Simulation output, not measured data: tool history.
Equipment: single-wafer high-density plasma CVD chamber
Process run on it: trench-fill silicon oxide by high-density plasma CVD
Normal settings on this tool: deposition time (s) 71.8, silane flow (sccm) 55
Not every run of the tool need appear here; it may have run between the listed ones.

run   hour  deposition time (s)  silane flow (sccm)  read-back reference wafer on the same gauge, thickness_nm  mean film thickness on the monitor wafer (nm)
  1      0                 71.8                  55                                                    340.285                                        403.953
      35.1  -- gauge calibrated
  2     40                 71.8                  55                                                    340.038                                        406.807
  3   83.7                   66                  49                                                    339.693                                        331.894
  4  150.5                   66                  49                                                    340.094                                        332.717
  5  220.8                   66                  49                                                    339.968                                        333.428
  6  266.2                 71.8                  55                                                    340.305                                        406.882
  7  330.8                 71.8                  55                                                    340.149                                        407.173
  8  385.3                 78.4                  47                                                    339.745                                        380.447
  9  448.6                 71.8                  55                                                    339.876                                        406.383
     476.5  -- gauge calibrated
     501.7  -- silane flow controller replaced
 10  504.8                 60.4                  64                                                     339.93                                        379.006
 11  560.8                 80.1                  64                                                    339.871                                        502.042
 12  600.3                 71.8                  51                                                    339.888                                        358.966
 13  658.4                 67.1                  55                                                    339.983                                        362.583
 14  687.2                 66.2                  62                                                    339.929                                        404.314
 15    740                 71.8                  55                                                    339.759                                         388.38

Predict each of these 5 candidate next runs independently; none follows another, all start after run 15:
  A  740.4                 71.8                  55                                                          ?                                              ?
  B  740.4                 83.5                  55                                                          ?                                              ?
  C  740.4                 81.2                  51                                                          ?                                              ?
  D  740.4                 84.8                  58                                                          ?                                              ?
  E  740.4                 59.9                  61                                                          ?                                              ?

run  read-back reference wafer on the same gauge, thickness_nm  mean film thickness on the monitor wafer (nm)
  A                                                    340.134                                        389.391
  B                                                    340.134                                        452.844
  C                                                    340.134                                        408.343
  D                                                    340.134                                        484.979
  E                                                    340.134                                        360.293
Had the tool no hidden state, the same runs would have come out as:
run  mean film thickness on the monitor wafer (nm)
  A                                        388.266
  B                                        451.535
  C                                        407.163
  D                                        483.577
  E                                        359.252
